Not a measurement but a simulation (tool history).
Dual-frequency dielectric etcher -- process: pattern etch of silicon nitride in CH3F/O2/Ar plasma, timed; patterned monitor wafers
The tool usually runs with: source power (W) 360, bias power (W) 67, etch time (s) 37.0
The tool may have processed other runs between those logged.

run   hour  source power (W)  bias power (W)  etch time (s)  wafers since the last listed run  hours since the last wet clean  hours since the last source power generator calibration  hours since the last bias power generator calibration  hours since the last upper electrode change  hours since the gauge calibration  read-back reference wafer on the same gauge, depth_nm  mean etch depth across the wafer (nm)
  1    0.0               360              67           37.0                                 0                           471.7                                                   2537.3                                                 3189.0                                       3307.8                              221.3                                                  28.27                                  24.73
  2   65.9               360              62           37.0                               795                           537.6                                                   2603.2                                                 3254.9                                       3373.7                              287.2                                                  28.31                                  23.74
  3   98.8               360              67           37.0                               397                           570.5                                                   2636.1                                                 3287.8                                       3406.6                              320.1                                                  28.34                                  24.61
  4  130.2               360              67           37.0                               379                           601.9                                                   2667.5                                                 3319.2                                       3438.0                              351.5                                                  28.33                                  24.84
  5  149.9               360              67           37.0                               237                           621.6                                                   2687.2                                                 3338.9                                       3457.7                              371.2                                                  28.30                                  24.42
  6  172.0               360              67           37.0                               266                           643.7                                                   2709.3                                                 3361.0                                       3479.8                              393.3                                                  28.33                                  24.50
  7  191.6               360              67           34.0                               236                           663.3                                                   2728.9                                                 3380.6                                       3499.4                              412.9                                                  28.32                                  22.84
     216.3  -- wet clean of the chamber
  8  216.8               360              67           37.0                                14                             0.5                                                   2754.1                                                 3405.8                                       3524.6                              438.1                                                  28.32                                  24.70
  9  233.6               360              67           37.0                               202                            17.3                                                   2770.9                                                 3422.6                                       3541.4                              454.9                                                  28.26                                  24.41
     246.7  -- bias power generator calibrated
 10  255.5               360              67           37.0                               216                            39.2                                                   2792.8                                                    8.8                                       3563.3                              476.8                                                  28.36                                  24.58
 11  286.9               360              67           37.0                               379                            70.6                                                   2824.2                                                   40.2                                       3594.7                              508.2                                                  28.30                                  24.36
 12  322.5               360              67           37.0                               429                           106.2                                                   2859.8                                                   75.8                                       3630.3                              543.8                                                  28.29                                  24.59
 13  351.5               360              67           37.0                               350                           135.2                                                   2888.8                                                  104.8                                       3659.3                              572.8                                                  28.33                                  24.75
     384.2  -- gauge calibrated
     408.2  -- upper electrode replaced
 14  408.7               360              67           37.0                               400                           192.4                                                   2946.0                                                  162.0                                          0.5                               24.5                                                  28.32                                  24.66
 15  409.1               360              67           37.0                                 4                           192.8                                                   2946.4                                                  162.4                                          0.9                               24.9                                                  28.31                                  24.76
 16  414.2               360              78           27.5                                61                           197.9                                                   2951.5                                                  167.5                                          6.0                               30.0                                                  28.31                                  19.51
 17  435.1               380              73           32.0                               252                           218.8                                                   2972.4                                                  188.4                                         26.9                               50.9                                                  28.27                                  22.55
 18  453.7               430              67           28.5                               224                           237.4                                                   2991.0                                                  207.0                                         45.5                               69.5                                                  28.29                                  20.76
     490.1  -- source power generator calibrated
 19  490.6               430              80           47.5                               397                           274.3                                                      0.5                                                  243.9                                         82.4                              106.4                                                  28.29                                  36.94
 20  502.6               360              67           42.5                               144                           286.3                                                     12.5                                                  255.9                                         94.4                              118.4                                                  28.30                                  28.35
 21  527.2               420              78           37.0                               296                           310.9                                                     37.1                                                  280.5                                        119.0                              143.0                                                  28.32                                  28.26
 22  561.1               360              67           45.5                               409                           344.8                                                     71.0                                                  314.4                                        152.9                              176.9                                                  28.30                                  30.19
 23  650.3               330              53           47.0                              1076                           434.0                                                    160.2                                                  403.6                                        242.1                              266.1                                                  28.31                                  27.28
 24  683.6               360              78           41.5                               401                           467.3                                                    193.5                                                  436.9                                        275.4                              299.4                                                  28.29                                  29.50
 25  707.7               420              76           29.5                               290                           491.4                                                    217.6                                                  461.0                                        299.5                              323.5                                                  28.31                                  22.55

Below are 3 alternative next runs, each starting from the tool's condition after run 25. Predict each:
  A  708.1               360              67           37.0                                 4                           491.8                                                    218.0                                                  461.4                                        299.9                              323.9                                                      ?                                      ?
  B  708.1               290              67           33.0                                 4                           491.8                                                    218.0                                                  461.4                                        299.9                              323.9                                                      ?                                      ?
  C  708.1               360              67           30.5                                 4                           491.8                                                    218.0                                                  461.4                                        299.9                              323.9                                                      ?                                      ?

run  read-back reference wafer on the same gauge, depth_nm  mean etch depth across the wafer (nm)
  A                                                  28.29                                  24.73
  B                                                  28.29                                  19.67
  C                                                  28.29                                  20.39
Stripped of hidden state, with their random variation kept, the same runs would have yielded:
run  mean etch depth across the wafer (nm)
  A                                  24.73
  B                                  19.67
  C                                  20.39
